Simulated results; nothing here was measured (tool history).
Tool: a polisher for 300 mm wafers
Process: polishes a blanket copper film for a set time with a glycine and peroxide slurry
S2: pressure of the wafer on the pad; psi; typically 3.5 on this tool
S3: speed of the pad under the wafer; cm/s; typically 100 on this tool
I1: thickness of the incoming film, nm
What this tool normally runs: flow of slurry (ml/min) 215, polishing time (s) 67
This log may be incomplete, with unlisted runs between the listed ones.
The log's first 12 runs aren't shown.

At day 36.579: head pressure recalibrated.
Run 13, day 36.825: usual settings; I1 2334.5. Result: film removed (nm) 353.5.
Run 14, day 38.704: usual settings but S2 4.3 psi, polishing time (s) 50; I1 2369.7. Result: film removed (nm) 309.
Run 15, day 42.65: usual settings but S2 4 psi; I1 2295.6. Result: film removed (nm) 385.6.
At day 43.817: slurry nozzle cleaned.
At day 44.542: worn pad replaced by a new one.
Run 16, day 45.571: usual settings but S3 124 cm/s, polishing time (s) 50; I1 2349. Result: film removed (nm) 327.1.
Run 17, day 50.888: usual settings but S2 2.4 psi; I1 2325.9. Result: film removed (nm) 282.9.
Run 18, day 52.192: usual settings but S2 4.3 psi; I1 2332.3. Result: film removed (nm) 435.5.
Run 19, day 53.525: usual settings; I1 2341.3. Result: film removed (nm) 368.8.
Run 20, day 55.633: usual settings; I1 2339.8. Result: film removed (nm) 367.
Run 21, day 56.871: usual settings; I1 2326.2. Result: film removed (nm) 363.9.
Run 22, day 58.046: usual settings but S2 2.8 psi, S3 72 cm/s; I1 2349. Result: film removed (nm) 242.8.
Run 23, day 60.558: usual settings but flow of slurry (ml/min) 250, S3 136 cm/s, polishing time (s) 46; I1 2335.8. Result: film removed (nm) 325.
Run 24, day 63.288: usual settings but S3 124 cm/s; I1 2324.9. Result: film removed (nm) 423.
At day 64.383: worn pad replaced by a new one.
Run 25, day 66.158: usual settings but flow of slurry (ml/min) 185; I1 2359.7. Result: film removed (nm) 360.1.
Run 26, day 67.508: usual settings; I1 2314.6. Result: film removed (nm) 375.9.
At day 68.508: head pressure recalibrated.
Run 27, day 68.754: usual settings but S3 80 cm/s, polishing time (s) 55; I1 2304.1. Result: film removed (nm) 258.2.
Run 28, day 71.242: usual settings but S3 80 cm/s, polishing time (s) 90; I1 2324.9. Result: film removed (nm) 419.1.
At day 71.55: slurry nozzle cleaned.
Run 29, day 74.179: usual settings but S2 4.5 psi, S3 132 cm/s; I1 2323.7. Result: film removed (nm) 547.2.
Run 30, day 75.746: usual settings but S2 3 psi; I1 2355.2. Result: film removed (nm) 321.6.
Run 31, day 78.121: usual settings but flow of slurry (ml/min) 165, S2 3.2 psi, polishing time (s) 86; I1 2307.6. Result: film removed (nm) 409.3.
Run 32, day 80.3: usual settings but flow of slurry (ml/min) 160, S2 2.8 psi, S3 114 cm/s, polishing time (s) 49; I1 2322.3. Result: film removed (nm) 235.1.
Run 33, day 81.833: usual settings but flow of slurry (ml/min) 185, S2 2.6 psi, polishing time (s) 88; I1 2362. Result: film removed (nm) 372.7.
At day 83.05: worn pad replaced by a new one.
Run 34, day 83.408: usual settings but S3 112 cm/s; I1 2352.4. Result: film removed (nm) 404.5.
Run 35, day 84.538: usual settings; I1 2311.6. Result: film removed (nm) 384.3.
Run 36, day 87.038: usual settings but flow of slurry (ml/min) 255, S2 2.8 psi, S3 72 cm/s, polishing time (s) 82; I1 2344.9. Result: film removed (nm) 307.2.

Forecast each of these 5 alternatives for the next run:
Run A, day 87.054: usual settings but flow of slurry (ml/min) 260; I1 2322.4. Result: film removed (nm) ?.
Run B, day 87.054: usual settings but flow of slurry (ml/min) 280, S2 4.5 psi, S3 120 cm/s, polishing time (s) 57; I1 2322.4. Result: film removed (nm) ?.
Run C, day 87.054: usual settings but flow of slurry (ml/min) 165, polishing time (s) 47; I1 2322.4. Result: film removed (nm) ?.
Run D, day 87.054: usual settings but S3 114 cm/s, polishing time (s) 84; I1 2322.4. Result: film removed (nm) ?.
Run E, day 87.054: usual settings but S3 124 cm/s, polishing time (s) 53; I1 2322.4. Result: film removed (nm) ?.

run  film removed (nm)
  A              380.7
  B                459
  C              250.2
  D              515.7
  E              347.6
Had the tool no hidden state, the same runs would have come out as:
run  film removed (nm)
  A                384
  B              462.9
  C              252.4
  D              520.1
  E              350.6
